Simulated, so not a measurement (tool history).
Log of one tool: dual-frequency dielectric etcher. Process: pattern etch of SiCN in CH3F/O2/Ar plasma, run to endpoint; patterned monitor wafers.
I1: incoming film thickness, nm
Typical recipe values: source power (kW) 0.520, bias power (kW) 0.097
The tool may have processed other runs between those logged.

{"run": 1, "hour": 0.0, "source power (kW)": 0.52, "bias power (kW)": 0.097, "I1": 7.09, "endpoint time (s)": 15.6}
{"run": 2, "hour": 12.3, "source power (kW)": 0.52, "bias power (kW)": 0.097, "I1": 7.1, "endpoint time (s)": 15.9}
{"run": 3, "hour": 23.2, "source power (kW)": 0.48, "bias power (kW)": 0.097, "I1": 6.98, "endpoint time (s)": 16.1}
{"run": 4, "hour": 38.5, "source power (kW)": 0.48, "bias power (kW)": 0.097, "I1": 7.04, "endpoint time (s)": 16.1}
{"run": 5, "hour": 50.7, "source power (kW)": 0.45, "bias power (kW)": 0.103, "I1": 7.05, "endpoint time (s)": 16.3}
{"run": 6, "hour": 64.9, "source power (kW)": 0.45, "bias power (kW)": 0.103, "I1": 7.04, "endpoint time (s)": 16.2}
{"run": 7, "hour": 76.6, "source power (kW)": 0.45, "bias power (kW)": 0.103, "I1": 7.03, "endpoint time (s)": 16.1}
{"run": 8, "hour": 87.6, "source power (kW)": 0.52, "bias power (kW)": 0.084, "I1": 6.95, "endpoint time (s)": 16.3}
{"run": 9, "hour": 97.9, "source power (kW)": 0.52, "bias power (kW)": 0.084, "I1": 7.06, "endpoint time (s)": 16.4}
{"run": 10, "hour": 106.2, "source power (kW)": 0.52, "bias power (kW)": 0.097, "I1": 7.01, "endpoint time (s)": 15.4}
{"hour": 134.0, "done": "wet clean of the chamber"}
{"hour": 147.6, "done": "upper electrode replaced"}
{"hour": 148.8, "done": "source power generator calibrated"}
{"run": 11, "hour": 149.3, "source power (kW)": 0.52, "bias power (kW)": 0.097, "I1": 7.05, "endpoint time (s)": 16.4}
{"run": 12, "hour": 149.7, "source power (kW)": 0.52, "bias power (kW)": 0.097, "I1": 7.05, "endpoint time (s)": 16.2}
{"run": 13, "hour": 150.0, "source power (kW)": 0.52, "bias power (kW)": 0.104, "I1": 7.0, "endpoint time (s)": 15.8}
{"run": 14, "hour": 156.6, "source power (kW)": 0.52, "bias power (kW)": 0.097, "I1": 6.96, "endpoint time (s)": 16.2}
{"run": 15, "hour": 167.3, "source power (kW)": 0.52, "bias power (kW)": 0.097, "I1": 6.96, "endpoint time (s)": 15.8}
{"run": 16, "hour": 184.2, "source power (kW)": 0.52, "bias power (kW)": 0.079, "I1": 6.95, "endpoint time (s)": 17.0}
{"run": 17, "hour": 190.8, "source power (kW)": 0.49, "bias power (kW)": 0.097, "I1": 6.95, "endpoint time (s)": 16.3}
{"run": 18, "hour": 206.7, "source power (kW)": 0.63, "bias power (kW)": 0.076, "I1": 6.91, "endpoint time (s)": 16.2}
{"run": 19, "hour": 255.7, "source power (kW)": 0.52, "bias power (kW)": 0.108, "I1": 6.97, "endpoint time (s)": 15.3}
{"run": 20, "hour": 270.5, "source power (kW)": 0.48, "bias power (kW)": 0.117, "I1": 7.0, "endpoint time (s)": 15.3}
{"hour": 283.4, "done": "bias power generator calibrated"}
{"run": 21, "hour": 286.0, "source power (kW)": 0.47, "bias power (kW)": 0.097, "I1": 6.99, "endpoint time (s)": 16.5}
{"run": 22, "hour": 295.9, "source power (kW)": 0.52, "bias power (kW)": 0.079, "I1": 7.03, "endpoint time (s)": 17.4}
{"run": 23, "hour": 302.5, "source power (kW)": 0.63, "bias power (kW)": 0.076, "I1": 7.0, "endpoint time (s)": 16.0}
{"run": 24, "hour": 316.8, "source power (kW)": 0.52, "bias power (kW)": 0.097, "I1": 7.01, "endpoint time (s)": 15.9}
{"run": 25, "hour": 326.0, "source power (kW)": 0.52, "bias power (kW)": 0.097, "I1": 6.92, "endpoint time (s)": 15.7}
{"run": 26, "hour": 339.5, "source power (kW)": 0.52, "bias power (kW)": 0.113, "I1": 6.99, "endpoint time (s)": 14.9}
{"run": 27, "hour": 384.8, "source power (kW)": 0.64, "bias power (kW)": 0.074, "I1": 7.01, "endpoint time (s)": 16.2}
{"run": 28, "hour": 400.3, "source power (kW)": 0.45, "bias power (kW)": 0.097, "I1": 7.0, "endpoint time (s)": 16.7}
{"run": 29, "hour": 415.1, "source power (kW)": 0.52, "bias power (kW)": 0.097, "I1": 6.96, "endpoint time (s)": 15.6}
{"run": 30, "hour": 427.6, "source power (kW)": 0.64, "bias power (kW)": 0.114, "I1": 6.98, "endpoint time (s)": 13.9}

Below are 4 alternative next runs, each starting from the tool's condition after run 30. Predict each:
{"run": "A", "hour": 428.0, "source power (kW)": 0.52, "bias power (kW)": 0.097, "I1": 7.02, "endpoint time (s)": "?"}
{"run": "B", "hour": 428.0, "source power (kW)": 0.56, "bias power (kW)": 0.076, "I1": 7.02, "endpoint time (s)": "?"}
{"run": "C", "hour": 428.0, "source power (kW)": 0.43, "bias power (kW)": 0.097, "I1": 7.02, "endpoint time (s)": "?"}
{"run": "D", "hour": 428.0, "source power (kW)": 0.41, "bias power (kW)": 0.118, "I1": 7.02, "endpoint time (s)": "?"}

run=A endpoint_time_(s)=15.5
run=B endpoint_time_(s)=16.5
run=C endpoint_time_(s)=16.6
run=D endpoint_time_(s)=15.7
What these runs would have given with no unlogged condition in the tool:
run=A endpoint_time_(s)=16.0
run=B endpoint_time_(s)=17.0
run=C endpoint_time_(s)=17.1
run=D endpoint_time_(s)=16.2
